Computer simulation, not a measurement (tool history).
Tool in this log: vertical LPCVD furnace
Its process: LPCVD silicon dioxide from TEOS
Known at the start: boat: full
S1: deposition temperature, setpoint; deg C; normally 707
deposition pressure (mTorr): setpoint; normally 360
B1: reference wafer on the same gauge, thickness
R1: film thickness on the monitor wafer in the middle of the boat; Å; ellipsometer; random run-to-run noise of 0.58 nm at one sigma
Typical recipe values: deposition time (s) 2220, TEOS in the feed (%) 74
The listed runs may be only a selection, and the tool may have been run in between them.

run 1 hour=0 | S1=707 deposition_pressure_(mTorr)=360 deposition_time_(s)=2220 TEOS_in_the_feed_(%)=74 | B1=335.02 | R1=3847.7
run 2 hour=11.2 | S1=707 deposition_pressure_(mTorr)=360 deposition_time_(s)=2220 TEOS_in_the_feed_(%)=74 | B1=335.07 | R1=3852.6
run 3 hour=26.9 | S1=707 deposition_pressure_(mTorr)=360 deposition_time_(s)=2220 TEOS_in_the_feed_(%)=74 | B1=335.05 | R1=3852.3
run 4 hour=62.2 | S1=707 deposition_pressure_(mTorr)=415 deposition_time_(s)=2220 TEOS_in_the_feed_(%)=81 | B1=334.93 | R1=4323.2
run 5 hour=66.4 | S1=707 deposition_pressure_(mTorr)=415 deposition_time_(s)=2220 TEOS_in_the_feed_(%)=81 | B1=335.06 | R1=4327.9
run 6 hour=73.8 | S1=707 deposition_pressure_(mTorr)=415 deposition_time_(s)=2220 TEOS_in_the_feed_(%)=74 | B1=334.97 | R1=4129.3
run 7 hour=112.5 | S1=707 deposition_pressure_(mTorr)=415 deposition_time_(s)=2220 TEOS_in_the_feed_(%)=74 | B1=334.92 | R1=4131.7
run 8 hour=116.7 | S1=707 deposition_pressure_(mTorr)=360 deposition_time_(s)=2220 TEOS_in_the_feed_(%)=74 | B1=334.94 | R1=3841.4
run 9 hour=121 | S1=707 deposition_pressure_(mTorr)=360 deposition_time_(s)=2220 TEOS_in_the_feed_(%)=64 | B1=335.08 | R1=3581.2
run 10 hour=125.2 | S1=707 deposition_pressure_(mTorr)=360 deposition_time_(s)=1440 TEOS_in_the_feed_(%)=68 | B1=335.05 | R1=2394.8
run 11 hour=129.6 | S1=707 deposition_pressure_(mTorr)=360 deposition_time_(s)=2220 TEOS_in_the_feed_(%)=74 | B1=335.01 | R1=3846.3
run 12 hour=136.5 | S1=707 deposition_pressure_(mTorr)=360 deposition_time_(s)=1890 TEOS_in_the_feed_(%)=69 | B1=334.92 | R1=3170.5
run 13 hour=145.9 | S1=718 deposition_pressure_(mTorr)=420 deposition_time_(s)=1410 TEOS_in_the_feed_(%)=59 | B1=334.96 | R1=3028.2
run 14 hour=162.3 | S1=698 deposition_pressure_(mTorr)=430 deposition_time_(s)=2220 TEOS_in_the_feed_(%)=74 | B1=335.03 | R1=3418.3
run 15 hour=170.9 | S1=707 deposition_pressure_(mTorr)=360 deposition_time_(s)=2670 TEOS_in_the_feed_(%)=81 | B1=335.09 | R1=4845.3
run 16 hour=178.3 | S1=707 deposition_pressure_(mTorr)=285 deposition_time_(s)=1530 TEOS_in_the_feed_(%)=84 | B1=334.97 | R1=2508.6

Taken out of this log: 4 entries between the listed runs. Where each belongs, and how the hidden state differs across it:
Runs 3 to 4: pressure gauge zeroed (hour 61.7)
  both runs share identical hidden conditions
Runs 6 to 7: gauge calibrated (hour 79); thermocouples replaced and temperature profile calibrated (hour 103); TEOS flow controller replaced (hour 112)
  both runs share identical hidden conditions

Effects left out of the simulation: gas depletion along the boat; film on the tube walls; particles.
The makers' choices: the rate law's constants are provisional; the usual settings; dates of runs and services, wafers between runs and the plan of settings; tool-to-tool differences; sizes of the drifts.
